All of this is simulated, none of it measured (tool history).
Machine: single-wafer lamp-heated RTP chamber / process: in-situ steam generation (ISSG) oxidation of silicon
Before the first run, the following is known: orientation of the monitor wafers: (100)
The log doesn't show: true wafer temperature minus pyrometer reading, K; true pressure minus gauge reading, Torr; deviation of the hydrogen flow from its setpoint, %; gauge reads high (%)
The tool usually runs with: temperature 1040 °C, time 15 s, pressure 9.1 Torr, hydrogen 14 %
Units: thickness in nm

run	hour	temperature	time	pressure	hydrogen	wafers since the last listed run	wafers since the last pyrometer calibration	hours since the pressure gauge was zeroed	hours since the hydrogen flow controller was replaced	hours since the gauge calibration	read-back reference wafer on the same gauge, thickness	thickness
1	0	1047	15	9.1	19	0	4011	1566.5	4165.3	48	4.77	5.409
2	49.1	1047	15	9.1	19	531	4542	1615.6	4214.4	97.1	4.771	5.414
3	61.4	1040	15	9.1	14	133	4675	1627.9	4226.7	109.4	4.769	4.89
4	78.9	1040	15	9.1	14	189	4864	1645.4	4244.2	126.9	4.77	4.89
5	89.5	1040	15	9.1	14	114	4979	1656	4254.8	137.5	4.769	4.904
6	103.1	1040	15	9.1	14	147	5126	1669.6	4268.4	151.1	4.769	4.89
7	115.2	1040	15	9.1	14	130	5257	1681.7	4280.5	163.2	4.77	4.892
8	130.9	1040	15	9.1	14	169	5427	1697.4	4296.2	178.9	4.77	4.904
# hour 144.1: pressure gauge zeroed
9	144.8	1040	15	9.1	14	63	5491	0.7	4310.1	192.8	4.769	4.906
10	159.2	1024	15	9.1	14	155	5647	15.1	4324.5	207.2	4.77	4.55
11	173.9	1024	15	9.1	14	159	5806	29.8	4339.2	221.9	4.769	4.553
12	190.3	1040	15	9.1	14	177	5983	46.2	4355.6	238.3	4.77	4.924
# hour 201.3: gauge calibrated
# hour 223.8: pyrometer window cleaned and pyrometer calibrated
13	232.3	1040	15	9.1	14	367	92	88.2	4397.6	31	4.77	4.788
14	240.5	1029	15	9.1	21	88	180	96.4	4405.8	39.2	4.771	4.997
15	246.6	1040	15	9.1	14	65	246	102.5	4411.9	45.3	4.771	4.799
16	257.3	1024	10	9.1	14	115	362	113.2	4422.6	56	4.771	3.676
17	267.5	1040	15	9.1	14	110	472	123.4	4432.8	66.2	4.769	4.803

What will run 18 give?
18	274.4	1040	15	10.2	14	74	547	130.3	4439.7	73.1	?	?

Run 18 measured read-back reference wafer on the same gauge, thickness 4.771, thickness 4.731 nm.
On a tool with no hidden condition, and with the same random variation, this run would have come out at thickness 4.718 nm.
